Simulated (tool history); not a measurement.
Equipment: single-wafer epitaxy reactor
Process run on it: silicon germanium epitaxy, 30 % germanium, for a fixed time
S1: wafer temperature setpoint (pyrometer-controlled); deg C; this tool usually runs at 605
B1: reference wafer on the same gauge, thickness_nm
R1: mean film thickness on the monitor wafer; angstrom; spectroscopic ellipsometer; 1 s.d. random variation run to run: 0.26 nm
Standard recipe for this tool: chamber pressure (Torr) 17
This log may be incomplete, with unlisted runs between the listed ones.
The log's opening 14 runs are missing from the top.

At hour 558.6: capacitance manometer re-zeroed and calibrated.
Run 15, hour 740.7: usual settings; B1 45.793. Result: R1 530.78 angstrom.
Run 16, hour 804.8: usual settings but S1 596 deg C, chamber pressure (Torr) 14.7; B1 45.585. Result: R1 435.52 angstrom.
Run 17, hour 846.5: usual settings but S1 619 deg C, chamber pressure (Torr) 19.4; B1 45.44. Result: R1 686.13 angstrom.
Run 18, hour 910.5: usual settings but S1 595 deg C; B1 45.299. Result: R1 448.91 angstrom.
Run 19, hour 945.7: usual settings but S1 609 deg C, chamber pressure (Torr) 14.7; B1 45.168. Result: R1 530.21 angstrom.
Run 20, hour 980.7: usual settings but S1 600 deg C, chamber pressure (Torr) 20.3; B1 45.265. Result: R1 515.64 angstrom.
At hour 1002.5: gauge calibrated.
At hour 1030.2: showerhead replaced.
Run 21, hour 1030.7: usual settings but S1 611 deg C, chamber pressure (Torr) 20.8; B1 47.667. Result: R1 652.86 angstrom.
Run 22, hour 1076.5: usual settings; B1 47.621. Result: R1 551.63 angstrom.
Run 23, hour 1142.6: usual settings but S1 609 deg C; B1 47.738. Result: R1 589.53 angstrom.
Run 24, hour 1189.2: usual settings but S1 616 deg C; B1 47.783. Result: R1 654.26 angstrom.
Run 25, hour 1244.8: usual settings; B1 47.679. Result: R1 551.37 angstrom.
Run 26, hour 1277.8: usual settings but S1 617 deg C, chamber pressure (Torr) 18.5; B1 47.576. Result: R1 690.1 angstrom.
Run 27, hour 1307.8: usual settings; B1 47.544. Result: R1 549.44 angstrom.
Run 28, hour 1342.6: usual settings but chamber pressure (Torr) 15.5; B1 47.642. Result: R1 538.17 angstrom.
Run 29, hour 1410.4: usual settings but chamber pressure (Torr) 19.7; B1 47.617. Result: R1 582.72 angstrom.
Run 30, hour 1587.7: usual settings; B1 47.676. Result: R1 546.92 angstrom.
Run 31, hour 1641.4: usual settings but S1 612 deg C, chamber pressure (Torr) 18.2; B1 47.444. Result: R1 624.84 angstrom.
Run 32, hour 1672.6: usual settings; B1 47.49. Result: R1 548.15 angstrom.
Run 33, hour 1812: usual settings but chamber pressure (Torr) 14; B1 47.349. Result: R1 511.78 angstrom.
Run 34, hour 1842.5: usual settings but chamber pressure (Torr) 13.3; B1 47.415. Result: R1 504.07 angstrom.

5 options for the next run, each taken on its own from the tool as it stands now. Forecast them:
Run A, hour 1842.9: usual settings but chamber pressure (Torr) 21; B1 ?. Result: R1 ?.
Run B, hour 1842.9: usual settings but chamber pressure (Torr) 13.6; B1 ?. Result: R1 ?.
Run C, hour 1842.9: usual settings but chamber pressure (Torr) 20.8; B1 ?. Result: R1 ?.
Run D, hour 1842.9: usual settings but S1 596 deg C, chamber pressure (Torr) 19.9; B1 ?. Result: R1 ?.
Run E, hour 1842.9: usual settings but S1 601 deg C, chamber pressure (Torr) 14.9; B1 ?. Result: R1 ?.

run     B1      R1
  A  47.41  589.44
  B  47.41  505.05
  C  47.41  587.39
  D  47.41  500.36
  E  47.41  489.15
Take away the tool's hidden state, keep each run's random variation, and the runs would have read:
run      R1
  A  593.35
  B  508.41
  C  591.29
  D  503.68
  E   492.4
